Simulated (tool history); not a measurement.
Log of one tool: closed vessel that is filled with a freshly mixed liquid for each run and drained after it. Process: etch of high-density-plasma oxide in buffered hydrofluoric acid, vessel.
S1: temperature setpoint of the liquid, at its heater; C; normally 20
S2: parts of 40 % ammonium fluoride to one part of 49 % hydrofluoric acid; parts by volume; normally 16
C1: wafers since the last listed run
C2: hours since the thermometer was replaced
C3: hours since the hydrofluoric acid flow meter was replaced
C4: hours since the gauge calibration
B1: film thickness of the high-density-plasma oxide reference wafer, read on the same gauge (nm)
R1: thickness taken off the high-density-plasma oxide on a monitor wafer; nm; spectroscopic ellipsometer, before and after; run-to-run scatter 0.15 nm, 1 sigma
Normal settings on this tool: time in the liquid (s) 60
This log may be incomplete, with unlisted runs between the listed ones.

run 1 hour=0 | S1=20 S2=19.5 time_in_the_liquid_(s)=60 | C1=0 C2=979.6 C3=303.7 C4=592.8 | B1=59.97 | R1=32.06
run 2 hour=105 | S1=23 S2=16 time_in_the_liquid_(s)=60 | C1=14704 C2=1084.6 C3=408.7 C4=697.8 | B1=59.98 | R1=46.32
run 3 hour=150.6 | S1=20 S2=16 time_in_the_liquid_(s)=60 | C1=6385 C2=1130.2 C3=454.3 C4=743.4 | B1=60 | R1=38.98
run 4 hour=221.3 | S1=20 S2=16 time_in_the_liquid_(s)=60 | C1=9901 C2=1200.9 C3=525 C4=814.1 | B1=60 | R1=39
run 5 hour=264.8 | S1=20 S2=18 time_in_the_liquid_(s)=60 | C1=6091 C2=1244.4 C3=568.5 C4=857.6 | B1=59.94 | R1=34.91
run 6 hour=322.6 | S1=20 S2=16 time_in_the_liquid_(s)=60 | C1=8094 C2=1302.2 C3=626.3 C4=915.4 | B1=60 | R1=39.32
run 7 hour=386.5 | S1=20 S2=16 time_in_the_liquid_(s)=60 | C1=8948 C2=1366.1 C3=690.2 C4=979.3 | B1=60.03 | R1=39.13
run 8 hour=447 | S1=20 S2=16 time_in_the_liquid_(s)=85 | C1=8472 C2=1426.6 C3=750.7 C4=1039.8 | B1=60 | R1=55.57
-- hour=467.4 gauge calibrated
run 9 hour=493.7 | S1=20 S2=20 time_in_the_liquid_(s)=60 | C1=6539 C2=1473.3 C3=797.4 C4=26.3 | B1=59.98 | R1=31.56
run 10 hour=530.7 | S1=20 S2=20 time_in_the_liquid_(s)=60 | C1=5181 C2=1510.3 C3=834.4 C4=63.3 | B1=59.97 | R1=31.71
run 11 hour=581.7 | S1=20 S2=20 time_in_the_liquid_(s)=60 | C1=7142 C2=1561.3 C3=885.4 C4=114.3 | B1=60.04 | R1=31.74
run 12 hour=643.8 | S1=20 S2=16 time_in_the_liquid_(s)=60 | C1=8696 C2=1623.4 C3=947.5 C4=176.4 | B1=60.02 | R1=39.26
run 13 hour=680.7 | S1=20 S2=16 time_in_the_liquid_(s)=40 | C1=5167 C2=1660.3 C3=984.4 C4=213.3 | B1=59.98 | R1=26.21
-- hour=699.5 thermometer replaced
-- hour=704.8 hydrofluoric acid flow meter replaced
run 14 hour=714.7 | S1=20 S2=16 time_in_the_liquid_(s)=40 | C1=4481 C2=15.2 C3=9.9 C4=247.3 | B1=59.97 | R1=24.9
run 15 hour=743.3 | S1=25 S2=13 time_in_the_liquid_(s)=60 | C1=4005 C2=43.8 C3=38.5 C4=275.9 | B1=59.99 | R1=60.68
run 16 hour=788.1 | S1=20 S2=16 time_in_the_liquid_(s)=60 | C1=6273 C2=88.6 C3=83.3 C4=320.7 | B1=60.03 | R1=37.37
run 17 hour=817.2 | S1=20 S2=10.5 time_in_the_liquid_(s)=90 | C1=4075 C2=117.7 C3=112.4 C4=349.8 | B1=60.01 | R1=84.98
run 18 hour=879 | S1=20 S2=14 time_in_the_liquid_(s)=75 | C1=8654 C2=179.5 C3=174.2 C4=411.6 | B1=60.01 | R1=53.67
run 19 hour=921.1 | S1=20 S2=18.5 time_in_the_liquid_(s)=60 | C1=5895 C2=221.6 C3=216.3 C4=453.7 | B1=59.97 | R1=32.69
run 20 hour=991.7 | S1=20 S2=16 time_in_the_liquid_(s)=60 | C1=9887 C2=292.2 C3=286.9 C4=524.3 | B1=60.07 | R1=37.47
run 21 hour=1032.6 | S1=22 S2=16 time_in_the_liquid_(s)=60 | C1=5727 C2=333.1 C3=327.8 C4=565.2 | B1=59.99 | R1=42.13
run 22 hour=1056.9 | S1=17 S2=16 time_in_the_liquid_(s)=60 | C1=3403 C2=357.4 C3=352.1 C4=589.5 | B1=60.01 | R1=31.84
run 23 hour=1083.9 | S1=20 S2=16 time_in_the_liquid_(s)=60 | C1=3781 C2=384.4 C3=379.1 C4=616.5 | B1=60.02 | R1=37.58
run 24 hour=1146 | S1=20 S2=11.5 time_in_the_liquid_(s)=60 | C1=8696 C2=446.5 C3=441.2 C4=678.6 | B1=59.99 | R1=52.32
run 25 hour=1235.3 | S1=21.5 S2=20.5 time_in_the_liquid_(s)=40 | C1=12505 C2=535.8 C3=530.5 C4=767.9 | B1=60 | R1=21.72
run 26 hour=1270.1 | S1=20 S2=16 time_in_the_liquid_(s)=35 | C1=4873 C2=570.6 C3=565.3 C4=802.7 | B1=59.99 | R1=22.28
run 27 hour=1298.7 | S1=20 S2=21.5 time_in_the_liquid_(s)=85 | C1=4005 C2=599.2 C3=593.9 C4=831.3 | B1=60.02 | R1=41.16
run 28 hour=1340.4 | S1=23 S2=16 time_in_the_liquid_(s)=40 | C1=5839 C2=640.9 C3=635.6 C4=873 | B1=59.97 | R1=29.95

Results for each run, recomputed without the tool's hidden state and with each run's random variation untouched:
Hidden state at play: liquid hotter than its thermometer reads (K); hydrofluoric acid flow below the setpoint (%); gauge reads high (%).
run=1 R1=30.78
run=2 R1=44.42
run=3 R1=37.32
run=4 R1=37.29
run=5 R1=33.36
run=6 R1=37.54
run=7 R1=37.33
run=8 R1=52.94
run=9 R1=29.87
run=10 R1=29.99
run=11 R1=29.99
run=12 R1=37.28
run=13 R1=24.88
run=14 R1=24.84
run=15 R1=60.51
run=16 R1=37.24
run=17 R1=84.63
run=18 R1=53.37
run=19 R1=32.48
run=20 R1=37.2
run=21 R1=41.81
run=22 R1=31.57
run=23 R1=37.25
run=24 R1=51.81
run=25 R1=21.39
run=26 R1=22.02
run=27 R1=40.49
run=28 R1=29.57
